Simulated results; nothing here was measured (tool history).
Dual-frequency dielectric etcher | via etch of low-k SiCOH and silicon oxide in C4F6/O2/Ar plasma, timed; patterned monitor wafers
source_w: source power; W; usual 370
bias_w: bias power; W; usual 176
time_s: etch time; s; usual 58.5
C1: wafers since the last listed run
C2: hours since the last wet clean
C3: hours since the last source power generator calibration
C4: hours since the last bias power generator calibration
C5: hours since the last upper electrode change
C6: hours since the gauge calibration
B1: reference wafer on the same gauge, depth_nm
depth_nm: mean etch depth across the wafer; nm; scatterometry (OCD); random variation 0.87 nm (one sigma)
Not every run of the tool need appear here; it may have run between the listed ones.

Run 1, hour 0.0: usual settings; C1 0; C2 503.3; C3 3758.4; C4 2780.5; C5 4024.5; C6 333.7; B1 175.1. Result: depth_nm 146.0 nm.
Run 2, hour 8.3: usual settings; C1 72; C2 511.6; C3 3766.7; C4 2788.8; C5 4032.8; C6 342.0; B1 175.1. Result: depth_nm 146.4 nm.
Run 3, hour 15.9: usual settings; C1 66; C2 519.2; C3 3774.3; C4 2796.4; C5 4040.4; C6 349.6; B1 175.1. Result: depth_nm 145.1 nm.
At hour 44.6: upper electrode replaced.
At hour 63.4: wet clean of the chamber.
Run 4, hour 63.9: usual settings but bias_w 189 W; C1 45; C2 0.5; C3 3822.3; C4 2844.4; C5 19.3; C6 397.6; B1 174.9. Result: depth_nm 143.6 nm.
Run 5, hour 64.2: usual settings; C1 2; C2 0.8; C3 3822.6; C4 2844.7; C5 19.6; C6 397.9; B1 175.0. Result: depth_nm 142.0 nm.
Run 6, hour 64.5: usual settings; C1 2; C2 1.1; C3 3822.9; C4 2845.0; C5 19.9; C6 398.2; B1 175.0. Result: depth_nm 142.0 nm.
Run 7, hour 64.9: usual settings; C1 3; C2 1.5; C3 3823.3; C4 2845.4; C5 20.3; C6 398.6; B1 175.1. Result: depth_nm 141.1 nm.
Run 8, hour 65.7: usual settings; C1 6; C2 2.3; C3 3824.1; C4 2846.2; C5 21.1; C6 399.4; B1 175.2. Result: depth_nm 140.3 nm.
At hour 84.3: source power generator calibrated.
Run 9, hour 84.8: usual settings but source_w 420 W, bias_w 163 W; C1 131; C2 21.4; C3 0.5; C4 2865.3; C5 40.2; C6 418.5; B1 174.8. Result: depth_nm 143.9 nm.
Run 10, hour 95.1: usual settings but source_w 420 W, bias_w 163 W; C1 89; C2 31.7; C3 10.8; C4 2875.6; C5 50.5; C6 428.8; B1 175.2. Result: depth_nm 143.0 nm.
At hour 126.6: bias power generator calibrated.
At hour 151.8: wet clean of the chamber, repeated, since the last time left the tool worse.
Run 11, hour 152.3: usual settings but source_w 290 W, time_s 48.5 s; C1 255; C2 0.5; C3 68.0; C4 25.7; C5 107.7; C6 486.0; B1 175.1. Result: depth_nm 118.4 nm.
Run 12, hour 152.7: usual settings; C1 3; C2 0.9; C3 68.4; C4 26.1; C5 108.1; C6 486.4; B1 174.9. Result: depth_nm 150.9 nm.
Run 13, hour 158.7: usual settings but source_w 420 W, bias_w 163 W; C1 52; C2 6.9; C3 74.4; C4 32.1; C5 114.1; C6 492.4; B1 175.0. Result: depth_nm 153.7 nm.
Run 14, hour 169.3: usual settings; C1 92; C2 17.5; C3 85.0; C4 42.7; C5 124.7; C6 503.0; B1 175.0. Result: depth_nm 150.9 nm.
Run 15, hour 177.4: usual settings but source_w 420 W, bias_w 145 W, time_s 64.5 s; C1 70; C2 25.6; C3 93.1; C4 50.8; C5 132.8; C6 511.1; B1 174.9. Result: depth_nm 165.8 nm.
Run 16, hour 186.8: usual settings but source_w 310 W, bias_w 194 W; C1 82; C2 35.0; C3 102.5; C4 60.2; C5 142.2; C6 520.5; B1 175.0. Result: depth_nm 149.0 nm.
Run 17, hour 195.4: usual settings; C1 75; C2 43.6; C3 111.1; C4 68.8; C5 150.8; C6 529.1; B1 175.1. Result: depth_nm 150.6 nm.
At hour 201.0: gauge calibrated.
Run 18, hour 212.0: usual settings; C1 145; C2 60.2; C3 127.7; C4 85.4; C5 167.4; C6 11.0; B1 175.0. Result: depth_nm 149.3 nm.
Run 19, hour 235.6: usual settings but source_w 440 W, bias_w 189 W, time_s 53.5 s; C1 206; C2 83.8; C3 151.3; C4 109.0; C5 191.0; C6 34.6; B1 175.0. Result: depth_nm 144.4 nm.
Run 20, hour 252.6: usual settings but source_w 340 W, time_s 49.0 s; C1 148; C2 100.8; C3 168.3; C4 126.0; C5 208.0; C6 51.6; B1 175.0. Result: depth_nm 123.4 nm.
Run 21, hour 266.4: usual settings but source_w 430 W; C1 120; C2 114.6; C3 182.1; C4 139.8; C5 221.8; C6 65.4; B1 174.9. Result: depth_nm 153.0 nm.
Run 22, hour 282.8: usual settings but source_w 300 W, bias_w 213 W; C1 143; C2 131.0; C3 198.5; C4 156.2; C5 238.2; C6 81.8; B1 175.0. Result: depth_nm 149.9 nm.
Run 23, hour 291.0: usual settings but bias_w 150 W, time_s 42.0 s; C1 71; C2 139.2; C3 206.7; C4 164.4; C5 246.4; C6 90.0; B1 175.0. Result: depth_nm 102.9 nm.
Run 24, hour 300.1: usual settings; C1 79; C2 148.3; C3 215.8; C4 173.5; C5 255.5; C6 99.1; B1 174.9. Result: depth_nm 148.6 nm.
Run 25, hour 306.4: usual settings but source_w 310 W, bias_w 156 W, time_s 53.5 s; C1 55; C2 154.6; C3 222.1; C4 179.8; C5 261.8; C6 105.4; B1 175.2. Result: depth_nm 127.9 nm.
Run 26, hour 321.0: usual settings but time_s 50.0 s; C1 127; C2 169.2; C3 236.7; C4 194.4; C5 276.4; C6 120.0; B1 174.9. Result: depth_nm 128.9 nm.
Run 27, hour 333.2: usual settings but time_s 73.0 s; C1 106; C2 181.4; C3 248.9; C4 206.6; C5 288.6; C6 132.2; B1 175.2. Result: depth_nm 185.4 nm.
Run 28, hour 345.8: usual settings; C1 110; C2 194.0; C3 261.5; C4 219.2; C5 301.2; C6 144.8; B1 175.0. Result: depth_nm 148.0 nm.
Run 29, hour 352.6: usual settings; C1 59; C2 200.8; C3 268.3; C4 226.0; C5 308.0; C6 151.6; B1 174.8. Result: depth_nm 149.0 nm.
Run 30, hour 360.3: usual settings but source_w 310 W, bias_w 210 W, time_s 51.0 s; C1 67; C2 208.5; C3 276.0; C4 233.7; C5 315.7; C6 159.3; B1 175.1. Result: depth_nm 130.4 nm.

Across each entry between runs, compare the hidden state at the last listed run before it with the hidden state at the first listed run after it:
Run 3 -> run 4: upper electrode replaced (hour 44.6); wet clean of the chamber (hour 63.4)
  etch rate over this chamber's usual, %: -3.32 -> -6.36
  what was measured, less what the result would be without the hidden state, depth_nm: -5.0 -> -9.7 nm
Run 8 -> run 9: source power generator calibrated (hour 84.3)
  etch rate over this chamber's usual, %: -6.37 -> -6.49
  what was measured, less what the result would be without the hidden state, depth_nm: -9.5 -> -10.0 nm
Run 10 -> run 11: bias power generator calibrated (hour 126.6); wet clean of the chamber, repeated, since the last time left the tool worse (hour 151.8)
  etch rate over this chamber's usual, %: -6.55 -> -0.213
  what was measured, less what the result would be without the hidden state, depth_nm: -10.1 -> -0.3 nm
Run 17 -> run 18: gauge calibrated (hour 201.0)
  etch rate over this chamber's usual, %: -0.474 -> -0.575
  what was measured, less what the result would be without the hidden state, depth_nm: -0.7 -> -0.9 nm

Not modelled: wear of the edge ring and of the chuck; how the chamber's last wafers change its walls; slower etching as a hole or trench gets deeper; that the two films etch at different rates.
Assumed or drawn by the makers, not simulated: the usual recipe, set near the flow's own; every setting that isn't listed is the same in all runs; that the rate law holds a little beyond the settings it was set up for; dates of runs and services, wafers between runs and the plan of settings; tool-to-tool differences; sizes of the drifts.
